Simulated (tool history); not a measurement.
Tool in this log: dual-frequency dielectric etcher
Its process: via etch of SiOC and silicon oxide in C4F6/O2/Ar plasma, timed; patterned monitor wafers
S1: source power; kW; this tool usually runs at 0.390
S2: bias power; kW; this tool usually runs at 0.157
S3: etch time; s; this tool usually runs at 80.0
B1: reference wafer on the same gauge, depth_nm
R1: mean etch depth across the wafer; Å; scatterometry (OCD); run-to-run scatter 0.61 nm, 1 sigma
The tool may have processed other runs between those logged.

{"run": 1, "hour": 0.0, "S1": 0.39, "S2": 0.157, "S3": 80.0, "B1": 90.2, "R1": 898}
{"run": 2, "hour": 64.1, "S1": 0.39, "S2": 0.157, "S3": 80.0, "B1": 90.4, "R1": 889}
{"run": 3, "hour": 135.5, "S1": 0.39, "S2": 0.157, "S3": 80.0, "B1": 89.8, "R1": 897}
{"run": 4, "hour": 196.3, "S1": 0.39, "S2": 0.157, "S3": 80.0, "B1": 89.9, "R1": 892}
{"run": 5, "hour": 260.3, "S1": 0.39, "S2": 0.157, "S3": 80.0, "B1": 90.0, "R1": 888}
{"run": 6, "hour": 310.7, "S1": 0.39, "S2": 0.157, "S3": 80.0, "B1": 90.2, "R1": 894}
{"hour": 421.2, "done": "wet clean of the chamber"}
{"run": 7, "hour": 421.7, "S1": 0.39, "S2": 0.157, "S3": 80.0, "B1": 89.9, "R1": 886}
{"hour": 421.8, "done": "gauge calibrated"}
{"run": 8, "hour": 450.4, "S1": 0.39, "S2": 0.157, "S3": 80.0, "B1": 90.2, "R1": 894}
{"run": 9, "hour": 489.0, "S1": 0.39, "S2": 0.188, "S3": 80.0, "B1": 90.1, "R1": 960}
{"run": 10, "hour": 566.3, "S1": 0.44, "S2": 0.157, "S3": 102.5, "B1": 90.2, "R1": 1210}

What does the tool deliver on the next run?
{"run": 11, "hour": 750.6, "S1": 0.39, "S2": 0.157, "S3": 63.5, "B1": "?", "R1": "?"}

B1: 90.1
R1: 715 Å
Minus the tool's unlogged condition, the same run would have read R1 715 Å.

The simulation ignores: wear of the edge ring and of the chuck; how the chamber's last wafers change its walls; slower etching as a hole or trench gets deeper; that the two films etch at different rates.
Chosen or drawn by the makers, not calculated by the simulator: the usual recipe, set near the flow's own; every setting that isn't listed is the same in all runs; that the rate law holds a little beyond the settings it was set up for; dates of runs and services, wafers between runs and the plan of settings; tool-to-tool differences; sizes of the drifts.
